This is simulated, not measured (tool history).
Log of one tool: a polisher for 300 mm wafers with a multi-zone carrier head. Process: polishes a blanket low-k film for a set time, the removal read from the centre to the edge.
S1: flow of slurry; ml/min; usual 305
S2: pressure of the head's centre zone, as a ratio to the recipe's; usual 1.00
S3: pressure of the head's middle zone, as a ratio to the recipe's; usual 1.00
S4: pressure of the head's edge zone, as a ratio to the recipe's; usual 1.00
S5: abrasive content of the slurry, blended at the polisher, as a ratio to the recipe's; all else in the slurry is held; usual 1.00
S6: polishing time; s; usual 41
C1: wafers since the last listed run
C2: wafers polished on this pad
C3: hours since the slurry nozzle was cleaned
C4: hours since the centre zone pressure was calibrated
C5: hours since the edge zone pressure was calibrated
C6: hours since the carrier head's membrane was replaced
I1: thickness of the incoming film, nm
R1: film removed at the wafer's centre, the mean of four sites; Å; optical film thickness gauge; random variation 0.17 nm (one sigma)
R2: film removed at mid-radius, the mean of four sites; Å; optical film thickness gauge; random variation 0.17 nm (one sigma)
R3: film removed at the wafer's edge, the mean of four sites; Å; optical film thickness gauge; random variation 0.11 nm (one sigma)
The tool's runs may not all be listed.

run    hour   S1    S2    S3    S4    S5  S6    C1     C2     C3     C4     C5     C6     I1   R1   R2   R3
  1     0.0  305  1.00  1.00  0.90  1.00  35     0    459   29.3  761.3  160.4   39.1  657.7  123  124  122
        8.9  -- centre zone pressure recalibrated
  2    36.3  305  1.00  1.00  1.00  1.00  41   537    997   65.6   27.4  196.7   75.4  646.9  145  140  146
  3   282.1  205  0.96  0.90  1.11  1.00  41  3851   4848  311.4  273.2  442.5  321.2  658.4  128  122  142
  4   347.0  405  1.00  1.00  1.10  1.25  34  1016   5865  376.3  338.1  507.4  386.1  657.0  121  122  132
  5   414.6  305  0.93  1.10  1.00  1.00  41  1059   6925  443.9  405.7  575.0  453.7  653.0  128  142  137
  6   520.4  305  0.90  1.00  1.07  0.85  33  1657   8582  549.7  511.5  680.8  559.5  647.7   90  102  106
  7   564.4  305  0.93  1.07  1.00  1.10  34   689   9272  593.7  555.5  724.8  603.5  651.2  105  121  116
  8   648.1  305  1.00  0.95  1.00  1.00  41  1311  10583  677.4  639.2  808.5  687.2  643.8  132  128  133
  9   722.8  215  1.07  1.00  1.00  1.00  41  1170  11754  752.1  713.9  883.2  761.9  652.5  134  129  131
      747.5  -- slurry nozzle cleaned
      768.5  -- worn pad replaced by a new one
 10   820.2  305  1.00  0.94  1.00  1.00  41  1447    810   72.7  811.3  980.6  859.3  649.9  142  137  147
      840.7  -- carrier head's membrane replaced by a new one
      859.0  -- edge zone pressure recalibrated
 11   885.7  395  0.92  1.00  1.04  1.00  31   916   1727  138.2  876.8   26.7   45.0  653.6  102  107  113
      946.9  -- centre zone pressure recalibrated
 12   962.9  305  1.00  1.00  1.00  1.00  41  1178   2905  215.4   16.0  103.9  122.2  647.4  139  137  141
 13  1035.2  305  0.92  0.92  1.00  1.00  41  1132   4038  287.7   88.3  176.2  194.5  645.0  124  129  140
 14  1109.6  305  1.00  1.00  1.00  1.00  41  1165   5204  362.1  162.7  250.6  268.9  648.2  136  136  139
 15  1194.1  220  0.92  1.00  1.00  1.00  41  1324   6528  446.6  247.2  335.1  353.4  642.0  120  130  135
 16  1276.0  305  1.00  1.00  1.00  1.00  31  1283   7811  528.5  329.1  417.0  435.3  645.7  101  101  103
 17  1367.1  240  0.94  1.00  1.00  1.15  41  1427   9239  619.6  420.2  508.1  526.4  639.0  129  138  140
 18  1450.5  305  1.00  1.00  1.00  1.00  41  1306  10545  703.0  503.6  591.5  609.8  648.9  135  129  136
     1462.3  -- slurry nozzle cleaned
 19  1539.7  270  1.00  1.00  1.00  1.00  41  1382  11927   77.4  592.8  680.7  699.0  651.1  133  131  134
     1617.8  -- carrier head's membrane replaced by a new one
     1620.5  -- worn pad replaced by a new one
 20  1625.2  305  1.00  1.00  1.00  1.00  41  1218     73  162.9  678.3  766.2    7.4  641.3  148  148  149
     1711.4  -- edge zone pressure recalibrated
 21  1714.5  305  1.00  1.00  1.00  1.20  41  1367   1441  252.2  767.6    3.1   96.7  638.5  152  150  154

Forecast each of these 4 alternatives for the next run:
  A  1714.9  305  1.00  1.00  1.00  1.00  34   6  1447  252.6  768.0  3.5  97.1  647.0   ?   ?   ?
  B  1714.9  305  1.00  1.00  1.00  0.80  41   6  1447  252.6  768.0  3.5  97.1  647.0   ?   ?   ?
  C  1714.9  305  1.08  1.00  1.00  1.00  41   6  1447  252.6  768.0  3.5  97.1  647.0   ?   ?   ?
  D  1714.9  305  1.00  0.92  0.93  1.00  41   6  1447  252.6  768.0  3.5  97.1  647.0   ?   ?   ?

run   R1   R2   R3
  A  117  116  120
  B  131  130  134
  C  153  140  145
  D  141  133  141
Without the tool's hidden state the same runs would have given:
run   R1   R2   R3
  A  122  121  125
  B  136  135  139
  C  158  145  151
  D  147  138  146

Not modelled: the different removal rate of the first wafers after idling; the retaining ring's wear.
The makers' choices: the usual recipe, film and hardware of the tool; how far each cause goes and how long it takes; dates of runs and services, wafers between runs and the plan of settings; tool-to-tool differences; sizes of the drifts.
